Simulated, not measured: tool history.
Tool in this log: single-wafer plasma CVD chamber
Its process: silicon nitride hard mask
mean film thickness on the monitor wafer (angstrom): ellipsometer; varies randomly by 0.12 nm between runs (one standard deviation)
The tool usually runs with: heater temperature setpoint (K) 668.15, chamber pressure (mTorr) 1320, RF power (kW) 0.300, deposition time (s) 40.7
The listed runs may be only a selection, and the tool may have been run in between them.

run	day	heater temperature setpoint (K)	chamber pressure (mTorr)	RF power (kW)	deposition time (s)	read-back reference wafer on the same gauge, thickness_nm	mean film thickness on the monitor wafer (angstrom)
1	0.000	660.15	1320	0.325	40.7	45.969	410.08
2	1.204	660.15	1320	0.325	40.7	45.995	407.85
3	2.117	668.15	1320	0.300	40.7	45.976	388.25
4	2.821	668.15	1320	0.300	40.7	46.006	385.74
5	3.596	668.15	1320	0.300	40.7	46.024	386.88
6	4.175	668.15	1320	0.300	40.7	45.991	385.98
7	5.129	668.15	1320	0.300	40.7	46.028	386.14
8	6.208	668.15	1320	0.300	40.7	46.008	385.69
9	7.133	668.15	1320	0.300	40.7	45.971	385.19
10	7.825	668.15	1320	0.300	46.8	46.047	441.18
11	8.608	668.15	1320	0.300	46.8	45.993	442.74
12	9.896	673.15	1100	0.300	40.7	46.022	350.28
13	11.171	668.15	1320	0.300	40.7	45.991	382.51
# day 11.875: capacitance manometer re-zeroed and calibrated
14	12.450	668.15	1320	0.300	40.7	46.019	393.16
15	13.925	668.15	1130	0.245	43.1	46.017	338.34
# day 14.942: gauge calibrated
# day 15.671: thermocouple changed; heater temperature recalibrated
16	15.692	668.15	1030	0.300	48.6	45.997	413.71
# day 16.246: RF generator calibrated
# day 18.108: showerhead replaced
17	19.054	668.15	1320	0.300	46.3	45.989	461.33
18	20.017	668.15	1220	0.300	40.7	45.994	393.40
19	21.404	668.15	1320	0.300	40.7	46.032	404.56
20	22.171	668.15	1320	0.300	47.5	45.986	472.35
21	23.425	675.15	1320	0.300	43.7	46.001	430.95
22	24.671	656.15	1070	0.270	46.1	46.014	386.20
23	26.946	668.15	1320	0.300	34.9	46.000	344.29
24	27.783	656.15	1320	0.320	40.7	46.000	418.62
25	28.742	668.15	1230	0.300	34.5	46.009	326.71
26	29.712	664.15	1070	0.330	46.5	45.999	435.38
27	31.108	662.15	1110	0.260	35.2	45.977	290.29

Branching from run 27: 4 alternative next runs. What would each branch give?
A	31.125	668.15	1320	0.300	40.7	?	?
B	31.125	678.15	1320	0.320	40.7	?	?
C	31.125	668.15	1470	0.325	46.2	?	?
D	31.125	683.15	1610	0.300	40.7	?	?

run	read-back reference wafer on the same gauge, thickness_nm	mean film thickness on the monitor wafer (angstrom)
A	46.026	397.60
B	46.026	412.06
C	46.026	496.18
D	46.026	428.39
With no hidden state in the tool, these same runs would have given:
run	mean film thickness on the monitor wafer (angstrom)
A	416.86
B	431.60
C	519.29
D	448.44

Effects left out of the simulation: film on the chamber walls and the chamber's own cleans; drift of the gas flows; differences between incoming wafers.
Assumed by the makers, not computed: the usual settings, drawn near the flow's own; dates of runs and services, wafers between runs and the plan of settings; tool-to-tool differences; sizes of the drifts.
